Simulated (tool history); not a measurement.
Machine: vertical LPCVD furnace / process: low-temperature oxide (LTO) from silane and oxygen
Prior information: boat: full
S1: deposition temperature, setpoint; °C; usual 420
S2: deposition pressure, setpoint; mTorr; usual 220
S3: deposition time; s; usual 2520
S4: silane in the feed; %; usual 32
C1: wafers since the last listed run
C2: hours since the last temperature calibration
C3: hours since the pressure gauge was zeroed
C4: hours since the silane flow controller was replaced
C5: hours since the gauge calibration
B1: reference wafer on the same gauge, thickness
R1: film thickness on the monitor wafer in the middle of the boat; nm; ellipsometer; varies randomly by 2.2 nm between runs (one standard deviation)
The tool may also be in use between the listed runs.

| run | hour | S1 | S2 | S3 | S4 | C1 | C2 | C3 | C4 | C5 | B1 | R1 |
|---|---|---|---|---|---|---|---|---|---|---|---|---|
| 1 | 0.0 | 420 | 220 | 2520 | 32 | 0 | 1342.5 | 1119.3 | 5125.4 | 2221.9 | 439.42 | 362.14 |
| 2 | 61.5 | 420 | 220 | 2520 | 32 | 1292 | 1404.0 | 1180.8 | 5186.9 | 2283.4 | 438.90 | 361.90 |
| 3 | 164.3 | 420 | 220 | 2520 | 32 | 2161 | 1506.8 | 1283.6 | 5289.7 | 2386.2 | 438.82 | 356.12 |
|  | 206.2 | silane flow controller replaced |
| 4 | 261.1 | 420 | 220 | 2520 | 32 | 1530 | 1603.6 | 1380.4 | 54.9 | 2483.0 | 438.89 | 375.32 |
| 5 | 369.0 | 420 | 220 | 2520 | 32 | 2268 | 1711.5 | 1488.3 | 162.8 | 2590.9 | 439.33 | 369.02 |
| 6 | 440.1 | 420 | 220 | 1740 | 32 | 1494 | 1782.6 | 1559.4 | 233.9 | 2662.0 | 438.46 | 253.21 |
| 7 | 496.4 | 428 | 220 | 2520 | 32 | 1183 | 1838.9 | 1615.7 | 290.2 | 2718.3 | 438.92 | 403.31 |
| 8 | 548.9 | 420 | 220 | 2520 | 32 | 1103 | 1891.4 | 1668.2 | 342.7 | 2770.8 | 439.75 | 367.38 |
| 9 | 592.7 | 420 | 220 | 2520 | 32 | 920 | 1935.2 | 1712.0 | 386.5 | 2814.6 | 439.69 | 369.47 |
|  | 635.6 | pressure gauge zeroed |
| 10 | 680.8 | 420 | 220 | 1530 | 32 | 1347 | 2023.3 | 45.2 | 474.6 | 2902.7 | 438.95 | 230.56 |
| 11 | 749.1 | 420 | 250 | 2520 | 32 | 1435 | 2091.6 | 113.5 | 542.9 | 2971.0 | 438.91 | 436.61 |
| 12 | 803.1 | 420 | 220 | 2520 | 32 | 1135 | 2145.6 | 167.5 | 596.9 | 3025.0 | 438.87 | 386.49 |
| 13 | 906.7 | 425 | 220 | 2520 | 30 | 2177 | 2249.2 | 271.1 | 700.5 | 3128.6 | 439.62 | 368.18 |
| 14 | 1030.4 | 420 | 220 | 2520 | 32 | 2600 | 2372.9 | 394.8 | 824.2 | 3252.3 | 438.53 | 379.17 |
| 15 | 1089.2 | 420 | 220 | 2520 | 32 | 1236 | 2431.7 | 453.6 | 883.0 | 3311.1 | 438.51 | 377.00 |
| 16 | 1150.1 | 420 | 220 | 2520 | 32 | 1280 | 2492.6 | 514.5 | 943.9 | 3372.0 | 437.65 | 375.01 |
| 17 | 1241.8 | 413 | 220 | 2520 | 32 | 1927 | 2584.3 | 606.2 | 1035.6 | 3463.7 | 439.19 | 345.54 |
|  | 1309.8 | thermocouples replaced and temperature profile calibrated |
| 18 | 1522.1 | 430 | 180 | 3390 | 36 | 5388 | 212.3 | 886.5 | 1315.9 | 3744.0 | 439.48 | 523.98 |
|  | 1539.2 | gauge calibrated |
| 19 | 1570.0 | 420 | 220 | 2520 | 32 | 1006 | 260.2 | 934.4 | 1363.8 | 30.8 | 438.80 | 374.20 |
| 20 | 1635.4 | 428 | 255 | 2130 | 35 | 1374 | 325.6 | 999.8 | 1429.2 | 96.2 | 439.18 | 448.32 |
| 21 | 1700.9 | 412 | 220 | 2520 | 27 | 1376 | 391.1 | 1065.3 | 1494.7 | 161.7 | 438.19 | 262.94 |
| 22 | 1740.8 | 420 | 220 | 2520 | 32 | 838 | 431.0 | 1105.2 | 1534.6 | 201.6 | 438.94 | 369.92 |
| 23 | 1845.0 | 415 | 240 | 2520 | 26 | 2190 | 535.2 | 1209.4 | 1638.8 | 305.8 | 439.17 | 278.47 |
| 24 | 1950.5 | 420 | 220 | 3390 | 32 | 2217 | 640.7 | 1314.9 | 1744.3 | 411.3 | 438.72 | 486.93 |
| 25 | 1989.4 | 420 | 265 | 2520 | 36 | 817 | 679.6 | 1353.8 | 1783.2 | 450.2 | 438.81 | 515.16 |
| 26 | 2085.3 | 411 | 220 | 2520 | 32 | 2016 | 775.5 | 1449.7 | 1879.1 | 546.1 | 438.71 | 328.48 |
| 27 | 2128.4 | 420 | 220 | 2520 | 32 | 906 | 818.6 | 1492.8 | 1922.2 | 589.2 | 439.77 | 364.27 |
| 28 | 2171.8 | 420 | 235 | 2520 | 38 | 912 | 862.0 | 1536.2 | 1965.6 | 632.6 | 438.44 | 483.23 |
| 29 | 2244.5 | 420 | 220 | 2520 | 32 | 1528 | 934.7 | 1608.9 | 2038.3 | 705.3 | 438.89 | 360.48 |
|  | 2314.9 | pressure gauge zeroed |
| 30 | 2374.7 | 420 | 220 | 2520 | 34 | 2232 | 1064.9 | 59.8 | 2168.5 | 835.5 | 438.69 | 404.15 |

Forecast each of these 4 alternatives for the next run:
| A | 2378.8 | 420 | 245 | 2520 | 32 | 86 | 1069.0 | 63.9 | 2172.6 | 839.6 | ? | ? |
| B | 2378.8 | 426 | 220 | 2520 | 29 | 86 | 1069.0 | 63.9 | 2172.6 | 839.6 | ? | ? |
| C | 2378.8 | 420 | 180 | 2520 | 26 | 86 | 1069.0 | 63.9 | 2172.6 | 839.6 | ? | ? |
| D | 2378.8 | 420 | 240 | 2190 | 35 | 86 | 1069.0 | 63.9 | 2172.6 | 839.6 | ? | ? |

| run | B1 | R1 |
|---|---|---|
| A | 437.63 | 415.93 |
| B | 437.63 | 346.67 |
| C | 437.63 | 225.11 |
| D | 437.63 | 399.44 |
Take away the tool's hidden state, keep each run's random variation, and the runs would have read:
| run | R1 |
|---|---|
| A | 429.08 |
| B | 358.69 |
| C | 233.93 |
| D | 411.07 |

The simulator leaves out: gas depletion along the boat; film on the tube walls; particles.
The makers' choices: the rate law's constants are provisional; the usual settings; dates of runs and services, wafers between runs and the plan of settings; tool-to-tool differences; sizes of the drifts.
